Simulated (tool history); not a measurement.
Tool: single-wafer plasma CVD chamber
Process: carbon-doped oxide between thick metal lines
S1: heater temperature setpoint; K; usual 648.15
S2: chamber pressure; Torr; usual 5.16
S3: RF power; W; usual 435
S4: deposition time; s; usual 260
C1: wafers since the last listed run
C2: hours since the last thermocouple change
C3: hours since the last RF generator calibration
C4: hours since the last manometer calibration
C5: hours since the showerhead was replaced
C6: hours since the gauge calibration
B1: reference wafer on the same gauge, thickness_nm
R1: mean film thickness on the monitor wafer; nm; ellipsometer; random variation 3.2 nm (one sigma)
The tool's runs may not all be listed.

run   hour      S1    S2   S3   S4   C1      C2      C3      C4      C5     C6        B1        R1
  1      0  648.15  5.16  435  260    0   587.2  1995.4  1047.7  5844.2  579.2  1060.245  1051.203
  2   19.3  648.15  5.16  435  260  154   606.5  2014.7    1067  5863.5  598.5  1060.728  1052.549
  3   45.4  648.15  5.16  435  260  208   632.6  2040.8  1093.1  5889.6  624.6  1060.042  1048.458
  4   64.8  658.15  5.16  435  260  155     652  2060.2  1112.5    5909    644  1059.727  1031.287
  5     94  658.15  5.16  435  260  233   681.2  2089.4  1141.7  5938.2  673.2  1060.189  1033.513
  6  124.6  648.15  5.16  390  260  244   711.8    2120  1172.3  5968.8  703.8  1059.754   994.518
  7  151.9  648.15  5.16  390  260  218   739.1  2147.3  1199.6  5996.1  731.1  1060.592   993.233
  8  174.6  648.15  5.16  435  260  181   761.8    2170  1222.3  6018.8  753.8   1059.73  1048.609
  9  203.7  648.15  5.16  435  260  232   790.9  2199.1  1251.4  6047.9  782.9  1059.421  1048.051
 10    220  644.15  5.16  435  260  130   807.2  2215.4  1267.7  6064.2  799.2  1060.016  1058.656
 11  235.5  644.15  5.16  435  260  124   822.7  2230.9  1283.2  6079.7  814.7  1060.307  1062.475
 12  251.3  658.15  4.21  435  260  126   838.5  2246.7    1299  6095.5  830.5  1059.498   994.167
     258.9  -- gauge calibrated
 13    266  648.15  5.16  435  260  117   853.2  2261.4  1313.7  6110.2    7.1  1059.959  1053.953
 14  300.4  648.15  5.16  435  260  275   887.6  2295.8  1348.1  6144.6   41.5  1059.049  1049.389
       309  -- capacitance manometer re-zeroed and calibrated
 15  313.6  648.15  5.16  500  260   41   900.8    2309     4.6  6157.8   54.7  1059.345  1136.718
     334.1  -- showerhead replaced
     346.8  -- RF generator calibrated
 16  347.3  648.15  5.16  390  260  141   934.5     0.5    38.3    13.2   88.4  1059.964  1037.787
 17    363  653.15  6.03  435  236  125   950.2    16.2      54    28.9  104.1  1059.988  1005.966
 18  393.5  648.15  5.16  435  227  244   980.7    46.7    84.5    59.4  134.6  1060.535   952.462
 19  417.4  659.15  5.16  360  212  191  1004.6    70.6   108.4    83.3  158.5  1059.744   791.166
 20  452.3  648.15  5.16  435  260  279  1039.5   105.5   143.3   118.2  193.4  1059.671   1095.05
 21  473.8  648.15  5.16  480  260  172    1061     127   164.8   139.7  214.9  1059.764    1142.6
     567.7  -- thermocouple changed; heater temperature recalibrated
 22  569.5  648.15  5.16  435  260  701     1.8   222.7   260.5   235.4  310.6  1059.546  1077.637
 23  591.5  648.15  5.16  435  260  176    23.8   244.7   282.5   257.4  332.6  1059.931  1081.879
 24  619.7  648.15  5.16  475  214  225      52   272.9   310.7   285.6  360.8  1060.278   930.852
 25  635.7  661.15  5.16  435  260  128      68   288.9   326.7   301.6  376.8  1060.168  1051.529
 26  655.3  654.15  4.54  435  276  156    87.6   308.5   346.3   321.2  396.4  1060.252  1109.334
 27  684.7  640.15  5.16  435  298  235     117   337.9   375.7   350.6  425.8  1060.312  1254.123
 28  699.1  637.15  5.16  435  260  115   131.4   352.3   390.1     365  440.2  1058.976  1103.706
 29  719.2  648.15  5.16  480  260  160   151.5   372.4   410.2   385.1  460.3  1058.835  1130.403

Forecast each of these 3 alternatives for the next run:
  A  719.7  648.15  5.16  410  260   4  152  372.9  410.7  385.6  460.8   ?   ?
  B  719.7  648.15  5.16  465  260   4  152  372.9  410.7  385.6  460.8   ?   ?
  C  719.7  654.15   4.3  460  307   4  152  372.9  410.7  385.6  460.8   ?   ?

run        B1        R1
  A  1059.292  1039.043
  B  1059.292   1109.67
  C  1059.292  1250.474
Without the tool's hidden state the same runs would have given:
run        R1
  A  1063.175
  B  1134.971
  C  1279.517
